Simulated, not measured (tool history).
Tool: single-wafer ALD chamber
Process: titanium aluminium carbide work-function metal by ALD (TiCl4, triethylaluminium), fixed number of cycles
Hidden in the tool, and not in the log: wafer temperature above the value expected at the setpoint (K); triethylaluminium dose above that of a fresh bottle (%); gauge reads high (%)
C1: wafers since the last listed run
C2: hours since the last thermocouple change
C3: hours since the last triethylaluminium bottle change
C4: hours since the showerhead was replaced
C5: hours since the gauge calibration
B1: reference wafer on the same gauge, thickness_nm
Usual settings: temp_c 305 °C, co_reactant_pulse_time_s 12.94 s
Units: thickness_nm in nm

run 1 hour=0 | temp_c=305 co_reactant_pulse_time_s=11.13 | C1=0 C2=992.5 C3=1623.9 C4=6201.7 C5=119.6 | B1=2.029 | thickness_nm=1.86
run 2 hour=10.2 | temp_c=305 co_reactant_pulse_time_s=12.94 | C1=91 C2=1002.7 C3=1634.1 C4=6211.9 C5=129.8 | B1=2.029 | thickness_nm=1.95
run 3 hour=17.2 | temp_c=305 co_reactant_pulse_time_s=15.86 | C1=62 C2=1009.7 C3=1641.1 C4=6218.9 C5=136.8 | B1=2.031 | thickness_nm=2.034
run 4 hour=25.5 | temp_c=305 co_reactant_pulse_time_s=15.86 | C1=74 C2=1018 C3=1649.4 C4=6227.2 C5=145.1 | B1=2.029 | thickness_nm=2.02
run 5 hour=38.6 | temp_c=305 co_reactant_pulse_time_s=15.86 | C1=117 C2=1031.1 C3=1662.5 C4=6240.3 C5=158.2 | B1=2.028 | thickness_nm=2.03
-- hour=57.8 triethylaluminium bottle replaced
run 6 hour=58.3 | temp_c=305 co_reactant_pulse_time_s=12.94 | C1=104 C2=1050.8 C3=0.5 C4=6260 C5=177.9 | B1=2.031 | thickness_nm=2.061
run 7 hour=60.2 | temp_c=305 co_reactant_pulse_time_s=12.94 | C1=16 C2=1052.7 C3=2.4 C4=6261.9 C5=179.8 | B1=2.03 | thickness_nm=2.059
-- hour=73.2 showerhead replaced
run 8 hour=74.8 | temp_c=305 co_reactant_pulse_time_s=12.94 | C1=59 C2=1067.3 C3=17 C4=1.6 C5=194.4 | B1=2.029 | thickness_nm=2.079
run 9 hour=86.5 | temp_c=305 co_reactant_pulse_time_s=12.94 | C1=104 C2=1079 C3=28.7 C4=13.3 C5=206.1 | B1=2.03 | thickness_nm=2.067
run 10 hour=101.7 | temp_c=305 co_reactant_pulse_time_s=12.94 | C1=135 C2=1094.2 C3=43.9 C4=28.5 C5=221.3 | B1=2.033 | thickness_nm=2.071
run 11 hour=110.1 | temp_c=294 co_reactant_pulse_time_s=10.55 | C1=75 C2=1102.6 C3=52.3 C4=36.9 C5=229.7 | B1=2.027 | thickness_nm=1.902
-- hour=126.3 thermocouple changed; heater temperature recalibrated
run 12 hour=126.8 | temp_c=316 co_reactant_pulse_time_s=15.14 | C1=77 C2=0.5 C3=69 C4=53.6 C5=246.4 | B1=2.03 | thickness_nm=2.204
run 13 hour=134.9 | temp_c=291 co_reactant_pulse_time_s=9.86 | C1=72 C2=8.6 C3=77.1 C4=61.7 C5=254.5 | B1=2.031 | thickness_nm=1.849
run 14 hour=149.8 | temp_c=305 co_reactant_pulse_time_s=12.94 | C1=133 C2=23.5 C3=92 C4=76.6 C5=269.4 | B1=2.029 | thickness_nm=2.064
run 15 hour=158 | temp_c=320 co_reactant_pulse_time_s=16.19 | C1=73 C2=31.7 C3=100.2 C4=84.8 C5=277.6 | B1=2.031 | thickness_nm=2.233
run 16 hour=173.7 | temp_c=314 co_reactant_pulse_time_s=8.16 | C1=140 C2=47.4 C3=115.9 C4=100.5 C5=293.3 | B1=2.03 | thickness_nm=1.932
run 17 hour=182.2 | temp_c=305 co_reactant_pulse_time_s=10.56 | C1=76 C2=55.9 C3=124.4 C4=109 C5=301.8 | B1=2.029 | thickness_nm=2.011
run 18 hour=189.5 | temp_c=294 co_reactant_pulse_time_s=15.33 | C1=65 C2=63.2 C3=131.7 C4=116.3 C5=309.1 | B1=2.03 | thickness_nm=1.98
run 19 hour=198.1 | temp_c=305 co_reactant_pulse_time_s=12.94 | C1=76 C2=71.8 C3=140.3 C4=124.9 C5=317.7 | B1=2.028 | thickness_nm=2.072
run 20 hour=204.1 | temp_c=293 co_reactant_pulse_time_s=11.29 | C1=53 C2=77.8 C3=146.3 C4=130.9 C5=323.7 | B1=2.029 | thickness_nm=1.917
run 21 hour=217.1 | temp_c=295 co_reactant_pulse_time_s=11.25 | C1=116 C2=90.8 C3=159.3 C4=143.9 C5=336.7 | B1=2.029 | thickness_nm=1.946
run 22 hour=225.9 | temp_c=313 co_reactant_pulse_time_s=11.59 | C1=78 C2=99.6 C3=168.1 C4=152.7 C5=345.5 | B1=2.028 | thickness_nm=2.118
run 23 hour=242.3 | temp_c=312 co_reactant_pulse_time_s=11.05 | C1=146 C2=116 C3=184.5 C4=169.1 C5=361.9 | B1=2.029 | thickness_nm=2.096
-- hour=248.2 gauge calibrated
run 24 hour=259.6 | temp_c=315 co_reactant_pulse_time_s=16.93 | C1=154 C2=133.3 C3=201.8 C4=186.4 C5=11.4 | B1=2.03 | thickness_nm=2.195
run 25 hour=267.1 | temp_c=305 co_reactant_pulse_time_s=12.94 | C1=67 C2=140.8 C3=209.3 C4=193.9 C5=18.9 | B1=2.03 | thickness_nm=2.071
run 26 hour=279.5 | temp_c=320 co_reactant_pulse_time_s=12.94 | C1=110 C2=153.2 C3=221.7 C4=206.3 C5=31.3 | B1=2.028 | thickness_nm=2.226
run 27 hour=294.3 | temp_c=316 co_reactant_pulse_time_s=12.94 | C1=132 C2=168 C3=236.5 C4=221.1 C5=46.1 | B1=2.03 | thickness_nm=2.178
run 28 hour=309.2 | temp_c=305 co_reactant_pulse_time_s=12.94 | C1=133 C2=182.9 C3=251.4 C4=236 C5=61 | B1=2.031 | thickness_nm=2.073
run 29 hour=319 | temp_c=315 co_reactant_pulse_time_s=8.92 | C1=87 C2=192.7 C3=261.2 C4=245.8 C5=70.8 | B1=2.03 | thickness_nm=2.006
run 30 hour=334.8 | temp_c=314 co_reactant_pulse_time_s=9.03 | C1=141 C2=208.5 C3=277 C4=261.6 C5=86.6 | B1=2.032 | thickness_nm=1.994
run 31 hour=344.3 | temp_c=305 co_reactant_pulse_time_s=12.94 | C1=84 C2=218 C3=286.5 C4=271.1 C5=96.1 | B1=2.03 | thickness_nm=2.061
run 32 hour=362 | temp_c=312 co_reactant_pulse_time_s=8.96 | C1=158 C2=235.7 C3=304.2 C4=288.8 C5=113.8 | B1=2.032 | thickness_nm=1.98

Hidden state at the last listed run before each entry between runs and at the first one after, where it differs:
Between runs 5 and 6: triethylaluminium bottle replaced (hour 57.8)
  triethylaluminium dose above that of a fresh bottle (%): -30 -> -2.96
  measured less the result without the state, thickness_nm: -0.062 -> -0.005 nm
Between runs 7 and 8: showerhead replaced (hour 73.2)
  triethylaluminium dose above that of a fresh bottle (%): -2.96 -> -2.97
  measured less the result without the state, thickness_nm: -0.005 -> -0.005 nm
Between runs 11 and 12: thermocouple changed; heater temperature recalibrated (hour 126.3)
  triethylaluminium dose above that of a fresh bottle (%): -2.99 -> -3
  measured less the result without the state, thickness_nm: -0.01 -> -0.002 nm
Between runs 23 and 24: gauge calibrated (hour 248.2)
  triethylaluminium dose above that of a fresh bottle (%): -3.26 -> -3.31
  measured less the result without the state, thickness_nm: -0.01 -> -0.002 nm
